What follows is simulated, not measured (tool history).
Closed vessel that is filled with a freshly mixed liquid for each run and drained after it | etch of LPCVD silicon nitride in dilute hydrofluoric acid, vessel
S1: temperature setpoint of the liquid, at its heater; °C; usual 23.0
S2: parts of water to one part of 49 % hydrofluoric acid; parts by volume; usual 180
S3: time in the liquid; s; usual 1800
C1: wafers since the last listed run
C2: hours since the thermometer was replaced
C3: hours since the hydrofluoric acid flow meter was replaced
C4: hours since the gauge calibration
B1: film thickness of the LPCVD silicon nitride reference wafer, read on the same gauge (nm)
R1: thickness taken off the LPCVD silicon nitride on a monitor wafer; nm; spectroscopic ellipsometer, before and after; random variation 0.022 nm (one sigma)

{"run": 1, "hour": 0.0, "S1": 25.5, "S2": 180, "S3": 1800, "C1": 0, "C2": 15.1, "C3": 250.9, "C4": 373.3, "B1": 100.007, "R1": 5.215}
{"run": 2, "hour": 12.9, "S1": 23.0, "S2": 180, "S3": 1800, "C1": 488, "C2": 28.0, "C3": 263.8, "C4": 386.2, "B1": 100.029, "R1": 4.493}
{"hour": 19.3, "done": "gauge calibrated"}
{"run": 3, "hour": 24.6, "S1": 20.5, "S2": 215, "S3": 1800, "C1": 442, "C2": 39.7, "C3": 275.5, "C4": 5.3, "B1": 100.018, "R1": 3.222}
{"run": 4, "hour": 31.4, "S1": 20.5, "S2": 215, "S3": 1800, "C1": 257, "C2": 46.5, "C3": 282.3, "C4": 12.1, "B1": 99.99, "R1": 3.198}
{"run": 5, "hour": 38.6, "S1": 20.5, "S2": 215, "S3": 1800, "C1": 272, "C2": 53.7, "C3": 289.5, "C4": 19.3, "B1": 99.991, "R1": 3.242}
{"run": 6, "hour": 55.0, "S1": 19.5, "S2": 180, "S3": 1800, "C1": 620, "C2": 70.1, "C3": 305.9, "C4": 35.7, "B1": 100.015, "R1": 3.554}
{"run": 7, "hour": 73.7, "S1": 23.0, "S2": 180, "S3": 1800, "C1": 707, "C2": 88.8, "C3": 324.6, "C4": 54.4, "B1": 100.027, "R1": 4.499}
{"run": 8, "hour": 88.4, "S1": 20.5, "S2": 180, "S3": 1800, "C1": 556, "C2": 103.5, "C3": 339.3, "C4": 69.1, "B1": 99.945, "R1": 3.81}
{"run": 9, "hour": 97.5, "S1": 21.5, "S2": 180, "S3": 1800, "C1": 344, "C2": 112.6, "C3": 348.4, "C4": 78.2, "B1": 99.993, "R1": 4.108}
{"run": 10, "hour": 113.2, "S1": 23.0, "S2": 180, "S3": 1800, "C1": 594, "C2": 128.3, "C3": 364.1, "C4": 93.9, "B1": 99.967, "R1": 4.525}
{"run": 11, "hour": 123.6, "S1": 23.0, "S2": 220, "S3": 1090, "C1": 393, "C2": 138.7, "C3": 374.5, "C4": 104.3, "B1": 100.018, "R1": 2.24}
{"run": 12, "hour": 139.0, "S1": 26.5, "S2": 180, "S3": 1800, "C1": 582, "C2": 154.1, "C3": 389.9, "C4": 119.7, "B1": 100.009, "R1": 5.644}
{"run": 13, "hour": 150.3, "S1": 23.0, "S2": 95, "S3": 1800, "C1": 427, "C2": 165.4, "C3": 401.2, "C4": 131.0, "B1": 99.956, "R1": 8.411}
{"run": 14, "hour": 166.0, "S1": 23.0, "S2": 180, "S3": 2090, "C1": 594, "C2": 181.1, "C3": 416.9, "C4": 146.7, "B1": 100.01, "R1": 5.224}
{"hour": 177.6, "done": "hydrofluoric acid flow meter replaced"}
{"run": 15, "hour": 179.7, "S1": 23.0, "S2": 180, "S3": 1465, "C1": 480, "C2": 194.8, "C3": 2.1, "C4": 160.4, "B1": 99.981, "R1": 3.52}
{"run": 16, "hour": 187.2, "S1": 23.0, "S2": 90, "S3": 2830, "C1": 283, "C2": 202.3, "C3": 9.6, "C4": 167.9, "B1": 100.055, "R1": 13.544}
{"run": 17, "hour": 199.4, "S1": 23.0, "S2": 180, "S3": 1800, "C1": 461, "C2": 214.5, "C3": 21.8, "C4": 180.1, "B1": 100.024, "R1": 4.309}
{"run": 18, "hour": 210.6, "S1": 27.0, "S2": 270, "S3": 1340, "C1": 423, "C2": 225.7, "C3": 33.0, "C4": 191.3, "B1": 99.996, "R1": 2.759}
{"run": 19, "hour": 223.1, "S1": 23.0, "S2": 130, "S3": 1800, "C1": 472, "C2": 238.2, "C3": 45.5, "C4": 203.8, "B1": 100.022, "R1": 6.036}
{"run": 20, "hour": 229.8, "S1": 23.0, "S2": 180, "S3": 1800, "C1": 253, "C2": 244.9, "C3": 52.2, "C4": 210.5, "B1": 100.014, "R1": 4.341}
{"run": 21, "hour": 252.1, "S1": 23.0, "S2": 180, "S3": 1800, "C1": 843, "C2": 267.2, "C3": 74.5, "C4": 232.8, "B1": 99.998, "R1": 4.381}
{"run": 22, "hour": 261.6, "S1": 23.0, "S2": 180, "S3": 1800, "C1": 359, "C2": 276.7, "C3": 84.0, "C4": 242.3, "B1": 100.014, "R1": 4.337}
{"run": 23, "hour": 271.1, "S1": 23.0, "S2": 230, "S3": 2155, "C1": 359, "C2": 286.2, "C3": 93.5, "C4": 251.8, "B1": 100.021, "R1": 4.09}
{"run": 24, "hour": 283.5, "S1": 26.0, "S2": 215, "S3": 2255, "C1": 469, "C2": 298.6, "C3": 105.9, "C4": 264.2, "B1": 99.996, "R1": 5.567}
{"run": 25, "hour": 293.8, "S1": 23.0, "S2": 180, "S3": 740, "C1": 389, "C2": 308.9, "C3": 116.2, "C4": 274.5, "B1": 100.017, "R1": 1.773}
{"run": 26, "hour": 301.2, "S1": 23.0, "S2": 145, "S3": 1330, "C1": 280, "C2": 316.3, "C3": 123.6, "C4": 281.9, "B1": 99.963, "R1": 4.024}
{"run": 27, "hour": 312.1, "S1": 23.0, "S2": 180, "S3": 1800, "C1": 412, "C2": 327.2, "C3": 134.5, "C4": 292.8, "B1": 100.016, "R1": 4.368}
{"hour": 344.1, "done": "gauge calibrated"}
{"run": 28, "hour": 350.0, "S1": 26.5, "S2": 180, "S3": 1185, "C1": 1434, "C2": 365.1, "C3": 172.4, "C4": 5.9, "B1": 100.005, "R1": 3.574}
{"run": 29, "hour": 373.7, "S1": 26.0, "S2": 260, "S3": 890, "C1": 896, "C2": 388.8, "C3": 196.1, "C4": 29.6, "B1": 99.991, "R1": 1.826}
{"run": 30, "hour": 380.0, "S1": 18.5, "S2": 180, "S3": 2560, "C1": 238, "C2": 395.1, "C3": 202.4, "C4": 35.9, "B1": 99.97, "R1": 4.642}
{"run": 31, "hour": 393.4, "S1": 23.0, "S2": 180, "S3": 1800, "C1": 507, "C2": 408.5, "C3": 215.8, "C4": 49.3, "B1": 99.981, "R1": 4.406}

Forecast each of these 5 alternatives for the next run:
{"run": "A", "hour": 394.5, "S1": 23.0, "S2": 180, "S3": 2465, "C1": 41, "C2": 409.6, "C3": 216.9, "C4": 50.4, "B1": "?", "R1": "?"}
{"run": "B", "hour": 394.5, "S1": 18.5, "S2": 260, "S3": 1800, "C1": 41, "C2": 409.6, "C3": 216.9, "C4": 50.4, "B1": "?", "R1": "?"}
{"run": "C", "hour": 394.5, "S1": 23.0, "S2": 180, "S3": 2215, "C1": 41, "C2": 409.6, "C3": 216.9, "C4": 50.4, "B1": "?", "R1": "?"}
{"run": "D", "hour": 394.5, "S1": 18.0, "S2": 180, "S3": 1800, "C1": 41, "C2": 409.6, "C3": 216.9, "C4": 50.4, "B1": "?", "R1": "?"}
{"run": "E", "hour": 394.5, "S1": 23.0, "S2": 205, "S3": 1800, "C1": 41, "C2": 409.6, "C3": 216.9, "C4": 50.4, "B1": "?", "R1": "?"}

run=A B1=100.014 R1=5.958
run=B B1=100.014 R1=2.270
run=C B1=100.014 R1=5.354
run=D B1=100.014 R1=3.126
run=E B1=100.014 R1=3.828
Without the tool's hidden state the same runs would have given:
run=A R1=5.944
run=B R1=2.267
run=C R1=5.341
run=D R1=3.124
run=E R1=3.818

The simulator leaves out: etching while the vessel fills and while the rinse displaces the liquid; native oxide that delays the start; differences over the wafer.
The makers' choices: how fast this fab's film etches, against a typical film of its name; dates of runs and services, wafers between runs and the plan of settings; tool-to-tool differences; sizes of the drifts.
